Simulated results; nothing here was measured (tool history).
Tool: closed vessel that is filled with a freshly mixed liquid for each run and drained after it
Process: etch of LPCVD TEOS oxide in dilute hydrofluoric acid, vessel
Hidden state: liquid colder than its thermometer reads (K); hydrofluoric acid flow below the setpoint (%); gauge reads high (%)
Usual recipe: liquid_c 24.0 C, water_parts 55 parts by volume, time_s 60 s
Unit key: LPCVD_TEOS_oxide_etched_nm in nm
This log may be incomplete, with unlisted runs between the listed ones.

run,hour,liquid_c,water_parts,time_s,wafers since the last listed run,hours since the thermometer was replaced,hours since the hydrofluoric acid flow meter was replaced,hours since the gauge calibration,"read-back film thickness of the LPCVD TEOS oxide reference wafer, read on the same gauge (nm)",LPCVD_TEOS_oxide_etched_nm
1,0.0,21.5,55,75,0,82.4,193.7,1389.7,70.00,70.86
2,98.7,24.0,55,60,8268,181.1,292.4,1488.4,70.00,64.48
3,171.9,24.0,55,60,6132,254.3,365.6,1561.6,69.96,62.93
4,235.2,24.0,55,60,5303,317.6,428.9,1624.9,69.98,63.50
# hour 280.6: hydrofluoric acid flow meter replaced
5,311.2,24.0,55,60,6283,393.6,30.6,1700.9,69.99,61.92
6,407.4,24.0,55,60,8059,489.8,126.8,1797.1,70.01,61.02
7,458.6,24.0,55,60,4289,541.0,178.0,1848.3,70.01,62.18
8,564.5,24.0,55,60,8871,646.9,283.9,1954.2,69.99,61.79
9,669.8,24.0,55,60,8821,752.2,389.2,2059.5,69.99,61.80
10,736.3,24.0,55,60,5571,818.7,455.7,2126.0,70.02,61.40
# hour 802.0: hydrofluoric acid flow meter replaced
11,826.8,24.0,55,60,7497,909.2,24.8,2216.5,69.97,61.52
12,922.1,24.0,55,70,7983,1004.5,120.1,2311.8,70.02,71.95
# hour 924.2: gauge calibrated
13,1001.9,20.5,70,85,6685,1084.3,199.9,77.7,70.01,57.67
14,1061.1,24.0,55,60,4959,1143.5,259.1,136.9,69.97,59.83
15,1150.9,26.5,35,75,7523,1233.3,348.9,226.7,70.02,137.23
# hour 1313.9: hydrofluoric acid flow meter replaced
16,1392.4,24.0,55,60,20148,1474.8,78.5,468.2,70.01,60.07
17,1461.4,21.0,55,60,5780,1543.8,147.5,537.2,70.03,52.42
18,1547.2,24.0,45,35,7187,1629.6,233.3,623.0,70.00,42.82
19,1652.0,24.0,35,60,8779,1734.4,338.1,727.8,70.00,97.29
# hour 1691.3: thermometer replaced
20,1746.4,24.0,55,60,7824,55.1,432.5,822.2,70.02,63.75
21,1801.9,22.5,55,60,4649,110.6,488.0,877.7,70.02,59.52
# hour 1832.7: hydrofluoric acid flow meter replaced
22,1844.4,24.0,55,60,3476,153.1,11.7,920.2,70.03,62.46
23,1908.0,27.5,80,60,5328,216.7,75.3,983.8,70.01,48.27
24,2014.8,27.0,55,50,8947,323.5,182.1,1090.6,69.97,59.40
25,2118.6,28.0,55,30,8695,427.3,285.9,1194.4,70.00,37.51

Below are 4 alternative next runs, each starting from the tool's condition after run 25. Predict each:
A,2119.3,24.0,55,60,58,428.0,286.6,1195.1,?,?
B,2119.3,28.0,70,35,58,428.0,286.6,1195.1,?,?
C,2119.3,24.0,80,95,58,428.0,286.6,1195.1,?,?
D,2119.3,21.5,45,30,58,428.0,286.6,1195.1,?,?

run,"read-back film thickness of the LPCVD TEOS oxide reference wafer, read on the same gauge (nm)",LPCVD_TEOS_oxide_etched_nm
A,70.03,62.22
B,70.03,32.83
C,70.03,65.60
D,70.03,34.70
With the hidden condition removed and each run's random variation left untouched, the same runs would have given:
run,LPCVD_TEOS_oxide_etched_nm
A,63.49
B,33.47
C,66.91
D,35.42
